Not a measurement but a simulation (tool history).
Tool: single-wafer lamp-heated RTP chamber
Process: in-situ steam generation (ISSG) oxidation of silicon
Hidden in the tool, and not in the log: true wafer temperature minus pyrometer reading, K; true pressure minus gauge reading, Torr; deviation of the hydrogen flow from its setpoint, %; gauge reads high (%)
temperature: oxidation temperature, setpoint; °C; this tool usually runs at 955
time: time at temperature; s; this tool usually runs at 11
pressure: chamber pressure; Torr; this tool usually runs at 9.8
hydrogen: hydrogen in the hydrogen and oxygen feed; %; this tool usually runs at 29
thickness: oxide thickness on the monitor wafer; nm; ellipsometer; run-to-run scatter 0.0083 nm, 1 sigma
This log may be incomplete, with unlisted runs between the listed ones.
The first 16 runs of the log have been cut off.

run,hour,temperature,time,pressure,hydrogen,wafers since the last listed run,wafers since the last pyrometer calibration,hours since the pressure gauge was zeroed,hours since the hydrogen flow controller was replaced,hours since the gauge calibration,"read-back reference wafer on the same gauge, thickness",thickness
17,357.2,975,11,9.1,29,185,301,2054.1,55.4,52.3,3.96,4.399
18,383.6,963,13,8.5,20,209,511,2080.5,81.8,78.7,3.961,4.177
19,400.2,966,7,9.1,32,132,643,2097.1,98.4,95.3,3.961,3.744
20,416.6,955,11,9.8,29,130,773,2113.5,114.8,111.7,3.959,4.119
21,450.9,955,13,8.5,29,272,1046,2147.8,149.1,146,3.96,4.5
22,468.8,970,7,9.1,29,142,1189,2165.7,167,163.9,3.96,3.677
23,482.9,975,12,8.7,32,112,1301,2179.8,181.1,178,3.96,4.719
# hour 519.3: pressure gauge zeroed
24,519.8,967,11,10.2,23,229,1531,0.5,218,214.9,3.962,3.997
25,543,955,11,10.2,24,184,1715,23.7,241.2,238.1,3.96,3.924
26,567.3,955,7,9.8,29,193,1908,48,265.5,262.4,3.959,3.511

Expected results for the next run?
27,599.5,955,11,9.8,29,256,2164,80.2,297.7,294.6,?,?

{"run 27": {"read-back reference wafer on the same gauge, thickness": 3.961, "thickness": 4.147}}
On a tool with no hidden condition, and with the same random variation, this run would have come out at thickness 4.092 nm.
